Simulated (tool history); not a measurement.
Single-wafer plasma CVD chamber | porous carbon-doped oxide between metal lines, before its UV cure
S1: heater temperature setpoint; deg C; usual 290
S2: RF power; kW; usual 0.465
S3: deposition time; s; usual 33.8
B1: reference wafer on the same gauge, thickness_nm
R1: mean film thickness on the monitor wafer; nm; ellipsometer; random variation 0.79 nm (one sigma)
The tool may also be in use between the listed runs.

run 1 hour=0 | S1=290 S2=0.465 S3=28.8 | B1=209.87 | R1=152.134
run 2 hour=31 | S1=290 S2=0.465 S3=33.8 | B1=210.02 | R1=176.814
run 3 hour=56.2 | S1=290 S2=0.465 S3=33.8 | B1=210.378 | R1=176.989
run 4 hour=71.9 | S1=290 S2=0.465 S3=39.1 | B1=210.454 | R1=204.223
run 5 hour=92.9 | S1=290 S2=0.465 S3=39.1 | B1=209.855 | R1=204.635
run 6 hour=118.9 | S1=290 S2=0.465 S3=33.8 | B1=209.405 | R1=178.222
run 7 hour=137.8 | S1=290 S2=0.465 S3=33.8 | B1=209.999 | R1=176.839
run 8 hour=169.5 | S1=301 S2=0.465 S3=33.8 | B1=209.448 | R1=168.499
run 9 hour=202 | S1=280 S2=0.405 S3=38.6 | B1=209.713 | R1=192.438
-- hour=210.1 showerhead replaced
run 10 hour=232.1 | S1=298 S2=0.465 S3=33.8 | B1=210.055 | R1=170.111
-- hour=237.1 gauge calibrated
-- hour=267.4 RF generator calibrated
-- hour=281.9 thermocouple changed; heater temperature recalibrated
run 11 hour=308.5 | S1=294 S2=0.415 S3=33.8 | B1=209.983 | R1=159.334
run 12 hour=343.7 | S1=290 S2=0.495 S3=28.6 | B1=210.104 | R1=159.358
run 13 hour=355.8 | S1=285 S2=0.515 S3=28.8 | B1=209.964 | R1=168.119

Run 14 comes next. What will it give?
run 14 hour=370.2 | S1=290 S2=0.465 S3=33.8 | B1=? | R1=?

B1: 209.903
R1: 176.715 nm
Without the tool's hidden state the same run would have given R1 176.715 nm.

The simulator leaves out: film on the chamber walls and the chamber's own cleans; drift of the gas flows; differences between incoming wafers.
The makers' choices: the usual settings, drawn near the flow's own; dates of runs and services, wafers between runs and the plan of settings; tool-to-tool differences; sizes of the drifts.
